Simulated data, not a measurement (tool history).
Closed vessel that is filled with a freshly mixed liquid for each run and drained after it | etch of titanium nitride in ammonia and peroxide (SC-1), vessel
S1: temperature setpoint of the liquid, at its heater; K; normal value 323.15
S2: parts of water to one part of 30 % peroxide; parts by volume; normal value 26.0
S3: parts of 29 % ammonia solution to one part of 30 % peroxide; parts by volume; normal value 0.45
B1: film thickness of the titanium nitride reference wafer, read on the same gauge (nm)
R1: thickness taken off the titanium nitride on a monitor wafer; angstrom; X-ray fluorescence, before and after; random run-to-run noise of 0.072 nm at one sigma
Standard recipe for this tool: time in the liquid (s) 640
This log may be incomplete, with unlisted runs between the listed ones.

run 1 hour=0.0 | S1=323.15 S2=26.0 S3=0.45 time_in_the_liquid_(s)=640 | B1=39.99 | R1=190.0
run 2 hour=6.9 | S1=323.15 S2=26.0 S3=0.40 time_in_the_liquid_(s)=640 | B1=40.03 | R1=186.8
run 3 hour=18.5 | S1=323.15 S2=26.0 S3=0.45 time_in_the_liquid_(s)=640 | B1=40.05 | R1=190.0
-- hour=26.0 new drum of ammonia solution connected
run 4 hour=35.6 | S1=323.15 S2=26.0 S3=0.45 time_in_the_liquid_(s)=640 | B1=39.98 | R1=189.1
run 5 hour=50.2 | S1=323.15 S2=26.0 S3=0.45 time_in_the_liquid_(s)=640 | B1=40.01 | R1=189.3
run 6 hour=57.9 | S1=323.15 S2=26.0 S3=0.45 time_in_the_liquid_(s)=640 | B1=39.96 | R1=189.9
run 7 hour=71.6 | S1=314.15 S2=26.0 S3=0.45 time_in_the_liquid_(s)=640 | B1=39.98 | R1=99.1
run 8 hour=87.7 | S1=323.15 S2=26.0 S3=0.45 time_in_the_liquid_(s)=640 | B1=40.02 | R1=188.3
-- hour=98.4 thermometer replaced
run 9 hour=100.4 | S1=323.15 S2=26.0 S3=0.45 time_in_the_liquid_(s)=765 | B1=39.94 | R1=203.5
run 10 hour=118.3 | S1=323.15 S2=26.0 S3=0.45 time_in_the_liquid_(s)=640 | B1=40.00 | R1=169.5
-- hour=132.1 gauge calibrated
run 11 hour=132.1 | S1=323.15 S2=26.0 S3=0.45 time_in_the_liquid_(s)=640 | B1=40.01 | R1=170.3
run 12 hour=145.3 | S1=323.15 S2=26.0 S3=0.45 time_in_the_liquid_(s)=640 | B1=40.02 | R1=169.9
run 13 hour=157.6 | S1=323.15 S2=26.0 S3=0.35 time_in_the_liquid_(s)=640 | B1=40.01 | R1=163.0
run 14 hour=168.1 | S1=317.15 S2=30.5 S3=0.60 time_in_the_liquid_(s)=980 | B1=39.99 | R1=162.5
run 15 hour=174.2 | S1=323.15 S2=15.0 S3=0.65 time_in_the_liquid_(s)=640 | B1=40.01 | R1=247.2
-- hour=187.8 thermometer replaced, repeated, since the last time left the tool worse
run 16 hour=191.1 | S1=332.15 S2=18.5 S3=0.45 time_in_the_liquid_(s)=925 | B1=39.99 | R1=682.2
run 17 hour=203.2 | S1=323.15 S2=26.0 S3=0.40 time_in_the_liquid_(s)=640 | B1=40.01 | R1=205.8
run 18 hour=220.4 | S1=316.15 S2=29.5 S3=0.45 time_in_the_liquid_(s)=985 | B1=40.02 | R1=182.2
run 19 hour=231.8 | S1=323.15 S2=26.0 S3=0.45 time_in_the_liquid_(s)=640 | B1=40.01 | R1=209.6
run 20 hour=244.8 | S1=323.15 S2=38.5 S3=0.25 time_in_the_liquid_(s)=640 | B1=40.02 | R1=150.4
run 21 hour=261.9 | S1=323.15 S2=26.0 S3=0.45 time_in_the_liquid_(s)=640 | B1=39.97 | R1=210.7
run 22 hour=276.6 | S1=323.15 S2=26.0 S3=0.45 time_in_the_liquid_(s)=640 | B1=40.02 | R1=209.3
run 23 hour=292.0 | S1=323.15 S2=26.0 S3=0.45 time_in_the_liquid_(s)=980 | B1=39.96 | R1=320.3
run 24 hour=298.7 | S1=323.15 S2=14.0 S3=0.40 time_in_the_liquid_(s)=295 | B1=39.97 | R1=134.2
run 25 hour=308.4 | S1=323.15 S2=26.0 S3=0.45 time_in_the_liquid_(s)=485 | B1=40.02 | R1=158.9
run 26 hour=350.8 | S1=314.65 S2=26.0 S3=0.25 time_in_the_liquid_(s)=640 | B1=40.01 | R1=101.0
run 27 hour=374.5 | S1=323.15 S2=26.0 S3=0.45 time_in_the_liquid_(s)=640 | B1=39.98 | R1=209.0
run 28 hour=387.1 | S1=318.15 S2=18.5 S3=0.35 time_in_the_liquid_(s)=640 | B1=40.03 | R1=170.1

Forecast each of these 3 alternatives for the next run:
run A hour=387.9 | S1=323.15 S2=26.0 S3=0.45 time_in_the_liquid_(s)=380 | B1=? | R1=?
run B hour=387.9 | S1=323.15 S2=14.0 S3=0.45 time_in_the_liquid_(s)=445 | B1=? | R1=?
run C hour=387.9 | S1=330.65 S2=26.0 S3=0.45 time_in_the_liquid_(s)=640 | B1=? | R1=?

run=A B1=40.00 R1=123.6
run=B B1=40.00 R1=204.4
run=C B1=40.00 R1=347.3
Stripped of hidden state, with their random variation kept, the same runs would have yielded:
run=A R1=126.6
run=B R1=209.3
run=C R1=355.3
